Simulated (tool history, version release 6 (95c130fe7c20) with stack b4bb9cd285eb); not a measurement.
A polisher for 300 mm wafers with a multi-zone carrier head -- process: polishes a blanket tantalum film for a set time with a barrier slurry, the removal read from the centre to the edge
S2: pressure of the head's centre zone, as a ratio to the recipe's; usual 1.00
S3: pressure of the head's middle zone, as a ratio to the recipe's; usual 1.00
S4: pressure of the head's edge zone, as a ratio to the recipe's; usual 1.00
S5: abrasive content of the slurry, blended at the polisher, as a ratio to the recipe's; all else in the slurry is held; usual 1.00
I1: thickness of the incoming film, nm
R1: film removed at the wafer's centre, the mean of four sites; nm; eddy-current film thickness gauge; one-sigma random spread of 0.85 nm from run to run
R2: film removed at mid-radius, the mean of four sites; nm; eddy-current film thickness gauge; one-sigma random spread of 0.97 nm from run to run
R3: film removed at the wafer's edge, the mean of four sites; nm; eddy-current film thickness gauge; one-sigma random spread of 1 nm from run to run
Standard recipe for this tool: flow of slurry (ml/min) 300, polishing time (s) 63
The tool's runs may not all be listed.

Run 1, day 0.000: usual settings but S2 0.92, S4 1.06; I1 430.1. Result: R1 92.7 nm, R2 87.7 nm, R3 91.3 nm.
At day 0.654: worn pad replaced by a new one.
Run 2, day 1.442: usual settings but S2 0.92, S4 1.06; I1 433.3. Result: R1 90.2 nm, R2 88.1 nm, R3 90.7 nm.
Run 3, day 2.417: usual settings but S2 0.92, S4 1.06; I1 432.3. Result: R1 91.2 nm, R2 89.8 nm, R3 92.7 nm.
Run 4, day 3.883: usual settings but S5 0.85; I1 429.0. Result: R1 93.5 nm, R2 82.5 nm, R3 84.3 nm.
At day 4.092: worn pad replaced by a new one.
Run 5, day 5.212: usual settings but S5 0.85; I1 422.8. Result: R1 94.2 nm, R2 85.0 nm, R3 86.1 nm.
Run 6, day 6.650: usual settings but S5 0.85; I1 428.7. Result: R1 92.8 nm, R2 82.8 nm, R3 84.2 nm.
At day 7.533: carrier head's membrane replaced by a new one.
At day 7.658: worn pad replaced by a new one.
Run 7, day 7.712: usual settings but S2 0.97; I1 433.8. Result: R1 97.4 nm, R2 88.6 nm, R3 90.1 nm.
At day 7.962: slurry nozzle cleaned.
Run 8, day 9.029: usual settings but S2 0.97; I1 434.3. Result: R1 97.9 nm, R2 87.4 nm, R3 88.6 nm.
At day 9.600: centre zone pressure recalibrated.
Run 9, day 10.142: usual settings; I1 421.9. Result: R1 87.6 nm, R2 90.4 nm, R3 87.2 nm.
At day 10.725: edge zone pressure recalibrated.
Run 10, day 10.938: usual settings but S3 0.90, S4 1.08, S5 1.30, polishing time (s) 47; I1 435.7. Result: R1 70.8 nm, R2 66.1 nm, R3 74.6 nm.
At day 11.462: worn pad replaced by a new one.
Run 11, day 12.433: usual settings but flow of slurry (ml/min) 230, S3 1.07; I1 432.0. Result: R1 85.8 nm, R2 89.0 nm, R3 87.5 nm.
Run 12, day 13.754: usual settings but S2 0.89, S5 0.80; I1 428.3. Result: R1 75.8 nm, R2 81.9 nm, R3 83.5 nm.
At day 14.417: worn pad replaced by a new one.
Run 13, day 14.692: usual settings but S3 0.90, S5 0.85, polishing time (s) 41; I1 427.2. Result: R1 55.6 nm, R2 50.9 nm, R3 55.9 nm.
Run 14, day 15.308: usual settings; I1 433.5. Result: R1 89.0 nm, R2 87.8 nm, R3 88.1 nm.
Run 15, day 15.892: usual settings but S4 1.08; I1 433.3. Result: R1 90.0 nm, R2 88.5 nm, R3 91.0 nm.
Run 16, day 16.796: usual settings but polishing time (s) 51; I1 436.5. Result: R1 71.4 nm, R2 71.5 nm, R3 71.1 nm.

Branching from run 16: 3 alternative next runs. What would each branch give?
Run A, day 16.812: usual settings but S4 0.88; I1 431.2. Result: R1 ?, R2 ?, R3 ?.
Run B, day 16.812: usual settings but S3 1.11, S4 1.11, S5 1.20; I1 431.2. Result: R1 ?, R2 ?, R3 ?.
Run C, day 16.812: usual settings but flow of slurry (ml/min) 250, S4 0.95, polishing time (s) 77; I1 431.2. Result: R1 ?, R2 ?, R3 ?.

run     R1     R2     R3
  A   90.5   88.2   83.6
  B   95.0   98.4   98.0
  C  108.7  106.0  104.6
The same runs, with their run-to-run variation unchanged, on a tool lacking any hidden condition would have given:
run     R1     R2     R3
  A   88.6   88.2   83.6
  B   93.0   98.4   98.0
  C  106.3  106.0  104.6
